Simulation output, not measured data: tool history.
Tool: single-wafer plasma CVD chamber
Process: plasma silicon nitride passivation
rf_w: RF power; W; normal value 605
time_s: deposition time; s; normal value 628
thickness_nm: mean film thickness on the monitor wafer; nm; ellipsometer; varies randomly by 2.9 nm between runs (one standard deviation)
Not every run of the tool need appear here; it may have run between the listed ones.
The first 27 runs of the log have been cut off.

| run | day | rf_w | time_s | wafers since the last listed run | hours since the last RF generator calibration | hours since the showerhead was replaced | hours since the gauge calibration | read-back reference wafer on the same gauge, thickness_nm | thickness_nm |
|---|---|---|---|---|---|---|---|---|---|
| 28 | 32.729 | 605 | 628 | 89 | 1918.1 | 149.6 | 178.2 | 1130.220 | 988.184 |
| 29 | 33.958 | 605 | 540 | 73 | 1947.6 | 179.1 | 207.7 | 1130.289 | 850.773 |
| 30 | 34.683 | 640 | 628 | 43 | 1965.0 | 196.5 | 225.1 | 1129.710 | 1009.191 |
| 31 | 35.746 | 560 | 628 | 63 | 1990.5 | 222.0 | 250.6 | 1130.789 | 955.091 |
|  | 36.492 | RF generator calibrated |
| 32 | 37.179 | 605 | 628 | 66 | 16.5 | 256.4 | 285.0 | 1130.238 | 1015.424 |
| 33 | 38.762 | 545 | 747 | 95 | 54.5 | 294.4 | 323.0 | 1129.915 | 1156.002 |
| 34 | 39.975 | 605 | 557 | 72 | 83.6 | 323.5 | 352.1 | 1129.143 | 898.429 |
| 35 | 40.958 | 605 | 628 | 59 | 107.2 | 347.1 | 375.7 | 1131.038 | 1016.285 |
| 36 | 42.304 | 550 | 628 | 80 | 139.5 | 379.4 | 408.0 | 1130.599 | 974.836 |
| 37 | 45.129 | 605 | 628 | 169 | 207.3 | 447.2 | 475.8 | 1130.287 | 1016.661 |
| 38 | 46.217 | 605 | 628 | 65 | 233.4 | 473.3 | 501.9 | 1130.135 | 1012.690 |
| 39 | 47.575 | 545 | 687 | 81 | 266.0 | 505.9 | 534.5 | 1129.616 | 1055.427 |
| 40 | 48.550 | 525 | 683 | 58 | 289.4 | 529.3 | 557.9 | 1129.913 | 1038.927 |

Predict each of these 5 candidate next runs independently; none follows another, all start after run 40:
| A | 48.575 | 515 | 628 | 1 | 290.0 | 529.9 | 558.5 | ? | ? |
| B | 48.575 | 505 | 717 | 1 | 290.0 | 529.9 | 558.5 | ? | ? |
| C | 48.575 | 665 | 708 | 1 | 290.0 | 529.9 | 558.5 | ? | ? |
| D | 48.575 | 555 | 698 | 1 | 290.0 | 529.9 | 558.5 | ? | ? |
| E | 48.575 | 500 | 565 | 1 | 290.0 | 529.9 | 558.5 | ? | ? |

| run | read-back reference wafer on the same gauge, thickness_nm | thickness_nm |
|---|---|---|
| A | 1129.669 | 943.442 |
| B | 1129.669 | 1067.696 |
| C | 1129.669 | 1185.143 |
| D | 1129.669 | 1083.640 |
| E | 1129.669 | 837.569 |
Without the tool's hidden state the same runs would have given:
| run | thickness_nm |
|---|---|
| A | 944.858 |
| B | 1069.299 |
| C | 1186.922 |
| D | 1085.267 |
| E | 838.826 |
